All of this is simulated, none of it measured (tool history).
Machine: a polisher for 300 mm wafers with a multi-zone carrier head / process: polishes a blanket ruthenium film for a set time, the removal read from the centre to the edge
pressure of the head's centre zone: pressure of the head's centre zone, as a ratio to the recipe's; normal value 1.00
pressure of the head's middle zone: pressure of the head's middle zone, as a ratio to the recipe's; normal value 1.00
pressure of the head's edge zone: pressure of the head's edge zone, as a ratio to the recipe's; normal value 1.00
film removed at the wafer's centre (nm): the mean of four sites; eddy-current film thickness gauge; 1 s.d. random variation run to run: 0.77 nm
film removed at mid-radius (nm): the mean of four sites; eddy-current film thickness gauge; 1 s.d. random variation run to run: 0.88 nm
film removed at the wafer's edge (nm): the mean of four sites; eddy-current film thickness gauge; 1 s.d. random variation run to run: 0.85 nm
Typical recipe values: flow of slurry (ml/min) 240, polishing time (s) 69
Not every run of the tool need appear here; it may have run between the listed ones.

| run | hour | flow of slurry (ml/min) | pressure of the head's centre zone | pressure of the head's middle zone | pressure of the head's edge zone | polishing time (s) | wafers since the last listed run | wafers polished on this pad | hours since the slurry nozzle was cleaned | hours since the centre zone pressure was calibrated | hours since the edge zone pressure was calibrated | hours since the carrier head's membrane was replaced | incoming thickness of the incoming film, nm | film removed at the wafer's centre (nm) | film removed at mid-radius (nm) | film removed at the wafer's edge (nm) |
|---|---|---|---|---|---|---|---|---|---|---|---|---|---|---|---|---|
| 1 | 0.0 | 315 | 1.00 | 1.00 | 1.00 | 63 | 0 | 111 | 128.2 | 78.4 | 0.5 | 1132.2 | 596.7 | 60.1 | 58.4 | 60.5 |
| 2 | 14.7 | 240 | 1.00 | 1.00 | 1.10 | 52 | 124 | 235 | 142.9 | 93.1 | 15.2 | 1146.9 | 588.9 | 48.0 | 47.6 | 51.0 |
| 3 | 26.2 | 240 | 1.11 | 0.88 | 1.00 | 69 | 97 | 333 | 154.4 | 104.6 | 26.7 | 1158.4 | 587.5 | 70.6 | 57.6 | 63.9 |
| 4 | 34.2 | 300 | 0.94 | 0.97 | 1.00 | 69 | 67 | 400 | 162.4 | 112.6 | 34.7 | 1166.4 | 590.0 | 59.2 | 62.9 | 64.4 |
| 5 | 44.0 | 240 | 1.00 | 1.00 | 1.00 | 69 | 82 | 483 | 172.2 | 122.4 | 44.5 | 1176.2 | 583.9 | 61.3 | 63.6 | 62.7 |
|  | 53.4 | carrier head's membrane replaced by a new one |
| 6 | 53.9 | 200 | 0.93 | 1.07 | 0.91 | 69 | 41 | 525 | 182.1 | 132.3 | 54.4 | 0.5 | 579.2 | 56.8 | 65.1 | 60.5 |
| 7 | 64.3 | 240 | 1.06 | 1.00 | 1.05 | 69 | 88 | 613 | 192.5 | 142.7 | 64.8 | 10.9 | 580.9 | 66.2 | 61.4 | 64.8 |
| 8 | 72.9 | 310 | 0.89 | 1.10 | 1.07 | 69 | 72 | 686 | 201.1 | 151.3 | 73.4 | 19.5 | 593.8 | 57.3 | 70.5 | 65.0 |
| 9 | 102.5 | 240 | 0.93 | 1.00 | 1.00 | 69 | 250 | 936 | 230.7 | 180.9 | 103.0 | 49.1 | 596.8 | 58.3 | 61.9 | 65.2 |
| 10 | 119.6 | 310 | 1.00 | 1.00 | 1.00 | 69 | 144 | 1081 | 247.8 | 198.0 | 120.1 | 66.2 | 591.5 | 64.0 | 63.7 | 64.8 |
| 11 | 129.6 | 240 | 1.00 | 1.06 | 0.95 | 69 | 84 | 1166 | 257.8 | 208.0 | 130.1 | 76.2 | 591.0 | 63.1 | 65.9 | 62.1 |
|  | 138.5 | worn pad replaced by a new one |
| 12 | 140.0 | 240 | 0.92 | 1.00 | 1.00 | 54 | 54 | 12 | 268.2 | 218.4 | 140.5 | 86.6 | 582.3 | 44.0 | 48.4 | 50.1 |
| 13 | 154.4 | 265 | 0.88 | 1.00 | 0.91 | 49 | 121 | 134 | 282.6 | 232.8 | 154.9 | 101.0 | 590.7 | 39.8 | 44.3 | 44.0 |
| 14 | 161.9 | 320 | 1.00 | 1.00 | 1.10 | 82 | 63 | 198 | 290.1 | 240.3 | 162.4 | 108.5 | 590.3 | 77.0 | 76.1 | 80.2 |
| 15 | 168.9 | 240 | 1.00 | 1.00 | 1.00 | 69 | 59 | 257 | 297.1 | 247.3 | 169.4 | 115.5 | 580.9 | 63.9 | 62.6 | 63.6 |
| 16 | 179.6 | 205 | 1.05 | 0.90 | 0.91 | 69 | 90 | 347 | 307.8 | 258.0 | 180.1 | 126.2 | 586.2 | 63.0 | 55.9 | 58.6 |
| 17 | 189.9 | 190 | 1.08 | 1.00 | 1.10 | 54 | 87 | 435 | 318.1 | 268.3 | 190.4 | 136.5 | 592.6 | 50.5 | 46.4 | 51.8 |
| 18 | 205.7 | 240 | 1.00 | 1.00 | 1.00 | 69 | 133 | 568 | 333.9 | 284.1 | 206.2 | 152.3 | 588.0 | 62.7 | 61.5 | 63.2 |
| 19 | 214.8 | 240 | 1.00 | 1.12 | 1.00 | 69 | 77 | 645 | 343.0 | 293.2 | 215.3 | 161.4 | 587.7 | 62.8 | 68.7 | 63.8 |
|  | 220.5 | slurry nozzle cleaned |
| 20 | 229.2 | 240 | 1.00 | 1.00 | 1.00 | 69 | 113 | 759 | 8.7 | 307.6 | 229.7 | 175.8 | 586.1 | 63.3 | 61.2 | 64.3 |
| 21 | 239.7 | 240 | 1.00 | 1.00 | 1.00 | 55 | 88 | 848 | 19.2 | 318.1 | 240.2 | 186.3 | 591.2 | 49.8 | 49.5 | 51.5 |
| 22 | 251.5 | 240 | 1.05 | 1.00 | 1.00 | 69 | 99 | 948 | 31.0 | 329.9 | 252.0 | 198.1 | 602.0 | 66.2 | 62.1 | 63.4 |
|  | 257.4 | centre zone pressure recalibrated |
| 23 | 258.3 | 240 | 1.00 | 1.00 | 1.00 | 69 | 40 | 988 | 37.8 | 0.9 | 258.8 | 204.9 | 580.0 | 61.2 | 62.6 | 64.5 |
| 24 | 273.3 | 240 | 1.00 | 1.00 | 1.06 | 87 | 126 | 1115 | 52.8 | 15.9 | 273.8 | 219.9 | 589.4 | 78.7 | 77.2 | 82.6 |

Predict each of these 3 candidate next runs independently; none follows another, all start after run 24:
| A | 273.7 | 240 | 1.00 | 1.00 | 1.10 | 69 | 3 | 1119 | 53.2 | 16.3 | 274.2 | 220.3 | 577.6 | ? | ? | ? |
| B | 273.7 | 200 | 1.00 | 1.00 | 0.95 | 75 | 3 | 1119 | 53.2 | 16.3 | 274.2 | 220.3 | 577.6 | ? | ? | ? |
| C | 273.7 | 285 | 1.00 | 0.89 | 0.92 | 69 | 3 | 1119 | 53.2 | 16.3 | 274.2 | 220.3 | 577.6 | ? | ? | ? |

| run | film removed at the wafer's centre (nm) | film removed at mid-radius (nm) | film removed at the wafer's edge (nm) |
|---|---|---|---|
| A | 62.6 | 62.7 | 67.7 |
| B | 66.0 | 66.3 | 67.1 |
| C | 64.0 | 58.1 | 63.2 |
What these runs would have given with no unlogged condition in the tool:
| run | film removed at the wafer's centre (nm) | film removed at mid-radius (nm) | film removed at the wafer's edge (nm) |
|---|---|---|---|
| A | 62.6 | 62.7 | 67.7 |
| B | 66.0 | 66.3 | 67.1 |
| C | 64.0 | 58.1 | 63.2 |
